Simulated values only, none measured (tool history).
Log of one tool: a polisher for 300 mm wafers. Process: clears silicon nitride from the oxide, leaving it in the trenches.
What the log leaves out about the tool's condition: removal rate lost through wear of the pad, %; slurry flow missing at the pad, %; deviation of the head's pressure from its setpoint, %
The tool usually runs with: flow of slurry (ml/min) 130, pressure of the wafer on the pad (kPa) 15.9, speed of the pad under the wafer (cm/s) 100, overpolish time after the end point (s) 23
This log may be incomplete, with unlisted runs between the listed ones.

run,day,flow of slurry (ml/min),pressure of the wafer on the pad (kPa),speed of the pad under the wafer (cm/s),overpolish time after the end point (s),wafers since the last listed run,wafers polished on this pad,hours since the slurry nozzle was cleaned,hours since the head pressure was calibrated,"incoming thickness of the incoming film, nm",time until the end point was called (s)
1,0,145,15.9,100,23,0,273,460.6,988.2,118.8,147.6
2,0.846,160,15.9,100,23,129,402,480.9,1008.5,120,147.6
3,2.258,160,15.9,100,23,216,619,514.8,1042.4,119.9,150.8
4,3.621,160,15.9,100,23,208,827,547.5,1075.1,119.1,146.2
# day 3.838: worn pad replaced by a new one
5,4.742,130,15.9,100,23,145,138,574.4,1102,122.6,155.1
6,5.871,130,15.9,100,23,172,311,601.5,1129.1,122.1,156.3
7,6.454,130,15.9,100,23,89,400,615.5,1143.1,119.6,151.3
8,7.908,130,15.9,78,23,222,622,650.4,1178,120.1,198.6
9,8.792,130,15.9,78,23,135,757,671.6,1199.2,120.4,199.3
# day 9.462: worn pad replaced by a new one
10,9.483,130,15.9,78,23,80,3,688.2,1215.8,120,199.1
11,9.938,130,15.9,74,23,69,72,699.1,1226.7,121.3,208.1
# day 10.042: slurry nozzle cleaned
12,10.688,130,15.9,74,23,108,181,15.5,1244.7,120.3,212.1
13,11.767,115,15.9,100,23,165,346,41.4,1270.6,118.8,161
14,12.817,115,15.9,100,23,160,506,66.6,1295.8,119.3,159.7
15,13.488,85,15.9,100,23,102,609,82.7,1311.9,121.9,175.8
16,14.067,170,15.9,100,23,88,697,96.6,1325.8,119.5,150.5
# day 14.6: head pressure recalibrated
# day 15.208: worn pad replaced by a new one
17,15.329,130,15.9,100,23,154,18,126.9,17.5,120.2,148.3
18,16.696,130,18.6,68,23,209,227,159.7,50.3,120.1,188
19,18.058,130,15.9,66,23,208,435,192.4,83,119.9,220.3
20,19.462,130,15.9,100,23,214,650,226.1,116.7,119.4,146.7
21,20.829,90,15.9,100,16,209,859,258.9,149.5,119.1,157.8
22,21.408,130,15.9,100,23,88,948,272.8,163.4,120,147.7
# day 21.988: worn pad replaced by a new one
23,25.775,130,15.9,100,23,642,579,377.6,268.2,120,146.9
24,26.742,165,19.3,74,10,147,727,400.8,291.4,121,163.9
25,27.904,130,15.9,110,34,177,904,428.7,319.3,120.6,135.9
# day 28.412: worn pad replaced by a new one
26,29.046,130,13.1,132,27,149,96,456.1,346.7,120.9,127.8
27,30.158,130,18.6,118,27,170,266,482.8,373.4,119.7,108
28,31.458,130,15.9,100,23,198,465,514,404.6,120.6,147.9

Forecast each of these 3 alternatives for the next run:
A,31.479,130,15.9,100,23,3,468,514.5,405.1,120.8,?
B,31.479,130,13.8,100,23,3,468,514.5,405.1,120.8,?
C,31.479,130,12.4,100,23,3,468,514.5,405.1,120.8,?

run,time until the end point was called (s)
A,149.4
B,166
C,179.3
With the hidden condition removed and each run's random variation left untouched, the same runs would have given:
run,time until the end point was called (s)
A,148.3
B,164.8
C,178

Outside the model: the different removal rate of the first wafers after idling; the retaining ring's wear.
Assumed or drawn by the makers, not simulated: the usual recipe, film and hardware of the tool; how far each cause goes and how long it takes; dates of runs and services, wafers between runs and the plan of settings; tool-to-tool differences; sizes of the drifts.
